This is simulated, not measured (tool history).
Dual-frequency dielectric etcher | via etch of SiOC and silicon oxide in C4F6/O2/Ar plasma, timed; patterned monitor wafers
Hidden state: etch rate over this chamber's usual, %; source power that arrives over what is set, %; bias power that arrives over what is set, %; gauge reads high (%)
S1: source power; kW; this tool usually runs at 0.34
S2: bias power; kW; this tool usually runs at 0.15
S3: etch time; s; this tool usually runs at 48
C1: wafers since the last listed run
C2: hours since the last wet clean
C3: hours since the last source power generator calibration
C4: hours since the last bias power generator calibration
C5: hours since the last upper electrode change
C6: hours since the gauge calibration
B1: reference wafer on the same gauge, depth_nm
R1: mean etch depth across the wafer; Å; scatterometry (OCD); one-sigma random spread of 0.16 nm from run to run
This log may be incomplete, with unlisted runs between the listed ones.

run	hour	S1	S2	S3	C1	C2	C3	C4	C5	C6	B1	R1
1	0	0.34	0.15	48	0	113.3	3435.1	964.7	1216.6	727.9	42.52	538.5
2	98.5	0.34	0.15	48	1046	211.8	3533.6	1063.2	1315.1	826.4	42.45	539.8
3	205.7	0.34	0.15	48	1139	319	3640.8	1170.4	1422.3	933.6	42.51	542.3
# hour 466.7: wet clean of the chamber
4	467.2	0.34	0.15	48	2524	0.5	3902.3	1431.9	1683.8	1195.1	42.49	538.1
5	506.5	0.34	0.15	48	417	39.8	3941.6	1471.2	1723.1	1234.4	42.5	537
6	589.8	0.34	0.15	48	885	123.1	4024.9	1554.5	1806.4	1317.7	42.53	542.9
7	630.3	0.34	0.15	48	430	163.6	4065.4	1595	1846.9	1358.2	42.46	541.4
8	709.3	0.34	0.121	48	839	242.6	4144.4	1674	1925.9	1437.2	42.51	506.5
# hour 815.9: source power generator calibrated
9	816.4	0.34	0.121	48	1095	349.7	0.5	1781.1	2033	1544.3	42.48	495.1
10	870.9	0.34	0.121	48	579	404.2	55	1835.6	2087.5	1598.8	42.5	495.4
11	929.1	0.34	0.15	48	618	462.4	113.2	1893.8	2145.7	1657	42.52	529.8
12	971.6	0.34	0.15	48	451	504.9	155.7	1936.3	2188.2	1699.5	42.51	525
# hour 1006.2: wet clean of the chamber
13	1048.8	0.34	0.15	48	565	42.6	232.9	2013.5	2265.4	1776.7	42.55	521.1
# hour 1101.1: upper electrode replaced
14	1127.3	0.34	0.15	48	579	121.1	311.4	2092	26.2	1855.2	42.5	521.4
15	1173	0.41	0.15	48	485	166.8	357.1	2137.7	71.9	1900.9	42.48	578.5
# hour 1230.4: bias power generator calibrated
16	1250.8	0.34	0.163	48	784	244.6	434.9	20.4	149.7	1978.7	42.53	536.1
17	1356	0.27	0.114	37.5	1118	349.8	540.1	125.6	254.9	2083.9	42.49	331.8
# hour 1391.2: gauge calibrated
18	1411.7	0.34	0.15	48	591	405.5	595.8	181.3	310.6	20.5	42.5	526.3
19	1478.2	0.38	0.15	48	706	472	662.3	247.8	377.1	87	42.54	556.5
20	1551.1	0.34	0.15	48	774	544.9	735.2	320.7	450	159.9	42.49	527.9
21	1599.3	0.34	0.139	48	512	593.1	783.4	368.9	498.2	208.1	42.55	517.9
# hour 1656.9: wet clean of the chamber
22	1657.4	0.28	0.15	40	362	0.5	841.5	427	556.3	266.2	42.5	389.7
23	1695.1	0.32	0.187	57	400	38.2	879.2	464.7	594	303.9	42.45	642
24	1783.7	0.34	0.15	48	941	126.8	967.8	553.3	682.6	392.5	42.52	525.4
25	1824.4	0.34	0.15	35	432	167.5	1008.5	594	723.3	433.2	42.47	384.8
26	1996.4	0.41	0.122	48	1828	339.5	1180.5	766	895.3	605.2	42.49	548.4
27	2091.5	0.34	0.15	55	1010	434.6	1275.6	861.1	990.4	700.3	42.51	610.5
28	2151.7	0.34	0.15	48	639	494.8	1335.8	921.3	1050.6	760.5	42.5	529.6
29	2195.5	0.34	0.15	48	465	538.6	1379.6	965.1	1094.4	804.3	42.49	528.3

For each entry between runs, how does the tool's hidden state at the last listed run before it compare with that at the first listed run after it?
Runs 3 to 4: wet clean of the chamber (hour 466.7)
  etch rate over this chamber's usual, %: 0.801 -> -0.079; source power that arrives over what is set, %: 4.25 -> 4.96
  difference, measured minus the result without the unlogged condition, R1: +16.2 -> +13.4 Å
Runs 8 to 9: source power generator calibrated (hour 815.9)
  etch rate over this chamber's usual, %: 0.458 -> 0.696; source power that arrives over what is set, %: 5.66 -> -0.363
  difference, measured minus the result without the unlogged condition, R1: +17.3 -> +2.5 Å
Runs 12 to 13: wet clean of the chamber (hour 1006.2)
  etch rate over this chamber's usual, %: 1.04 -> -0.186; source power that arrives over what is set, %: -0.355 -> -0.344
  difference, measured minus the result without the unlogged condition, R1: +4.4 -> -2 Å
Runs 13 to 14: upper electrode replaced (hour 1101.1)
  etch rate over this chamber's usual, %: -0.186 -> -0.0123; source power that arrives over what is set, %: -0.344 -> -0.328
  difference, measured minus the result without the unlogged condition, R1: -2 -> -1 Å
Runs 15 to 16: bias power generator calibrated (hour 1230.4)
  etch rate over this chamber's usual, %: 0.0891 -> 0.262; source power that arrives over what is set, %: -0.317 -> -0.295
  difference, measured minus the result without the unlogged condition, R1: -0.5 -> +0.5 Å
Runs 17 to 18: gauge calibrated (hour 1391.2)
  etch rate over this chamber's usual, %: 0.495 -> 0.619; source power that arrives over what is set, %: -0.258 -> -0.236
  difference, measured minus the result without the unlogged condition, R1: +1.2 -> +2.5 Å
Runs 21 to 22: wet clean of the chamber (hour 1656.9)
  etch rate over this chamber's usual, %: 1.03 -> -0.0522; source power that arrives over what is set, %: -0.143 -> -0.109
  difference, measured minus the result without the unlogged condition, R1: +4.9 -> -0.5 Å
